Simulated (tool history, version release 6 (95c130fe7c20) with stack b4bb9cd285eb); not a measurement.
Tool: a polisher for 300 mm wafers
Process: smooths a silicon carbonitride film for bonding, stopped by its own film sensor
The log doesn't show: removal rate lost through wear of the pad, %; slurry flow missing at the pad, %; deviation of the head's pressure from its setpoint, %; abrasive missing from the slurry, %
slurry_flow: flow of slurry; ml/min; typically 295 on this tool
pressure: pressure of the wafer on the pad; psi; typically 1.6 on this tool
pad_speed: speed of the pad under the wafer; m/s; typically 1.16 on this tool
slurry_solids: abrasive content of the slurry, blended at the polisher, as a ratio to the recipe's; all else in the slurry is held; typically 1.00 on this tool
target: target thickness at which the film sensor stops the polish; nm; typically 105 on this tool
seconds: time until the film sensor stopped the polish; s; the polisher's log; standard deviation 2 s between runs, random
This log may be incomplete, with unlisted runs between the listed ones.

run   hour  slurry_flow  pressure  pad_speed  slurry_solids  target  wafers since the last listed run  wafers polished on this pad  hours since the slurry nozzle was cleaned  hours since the head pressure was calibrated  hours since the slurry blender was calibrated  incoming thickness of the incoming film, nm  seconds
  1    0.0          295       1.6       1.16           1.00     105                                 0                          163                                      449.5                                         728.5                                          205.2                                        130.6    148.8
  2   16.7          295       1.6       1.16           1.00     105                                96                          259                                      466.2                                         745.2                                          221.9                                        129.3    142.7
  3   26.0          295       1.6       1.16           1.00     105                                53                          313                                      475.5                                         754.5                                          231.2                                        130.8    155.1
  4   43.9          295       1.6       1.16           1.00     105                               103                          417                                      493.4                                         772.4                                          249.1                                        131.3    164.5
  5   58.0          295       1.6       1.16           1.00     105                                81                          498                                      507.5                                         786.5                                          263.2                                        130.1    154.8
      60.3  -- slurry nozzle cleaned
      63.8  -- head pressure recalibrated
  6   67.7          295       1.6       1.16           1.00     105                                38                          537                                        7.4                                           3.9                                          272.9                                        131.4    166.3
  7   82.4          295       2.0       1.16           1.00      99                                85                          622                                       22.1                                          18.6                                          287.6                                        131.7    172.3
  8   92.9          265       1.6       0.84           0.90     105                                60                          683                                       32.6                                          29.1                                          298.1                                        130.6    239.1
  9  109.1          295       2.0       1.54           1.00     105                                93                          776                                       48.8                                          45.3                                          314.3                                        132.2    113.4
     115.9  -- worn pad replaced by a new one
 10  116.4          295       1.6       1.16           1.00     105                                19                            2                                       56.1                                          52.6                                          321.6                                        130.4    169.7
     119.0  -- slurry blender recalibrated
 11  127.3          295       1.6       0.78           1.00      98                                51                           54                                       67.0                                          63.5                                            8.3                                        130.4    227.9
 12  137.0          335       1.6       1.48           1.00     110                                56                          110                                       76.7                                          73.2                                           18.0                                        129.2     78.5
 13  151.5          360       1.6       1.30           1.00     105                                83                          194                                       91.2                                          87.7                                           32.5                                        128.5    107.2
 14  163.2          295       1.6       1.16           1.00     105                                67                          261                                      102.9                                          99.4                                           44.2                                        128.2    119.2

3 ways to go on from here, each from the tool as it stands after run 14. What would each give?
  A  163.7          295       1.6       1.16           1.00      98                                 2                          264                                      103.4                                          99.9                                           44.7                                        132.3        ?
  B  163.7          220       2.0       1.28           1.15     105                                 2                          264                                      103.4                                          99.9                                           44.7                                        132.3        ?
  C  163.7          385       1.1       1.16           0.85      99                                 2                          264                                      103.4                                          99.9                                           44.7                                        132.3        ?

run  seconds
  A    176.0
  B     99.0
  C    263.7
What these runs would have given with no unlogged condition in the tool:
run  seconds
  A    171.1
  B     96.5
  C    255.3
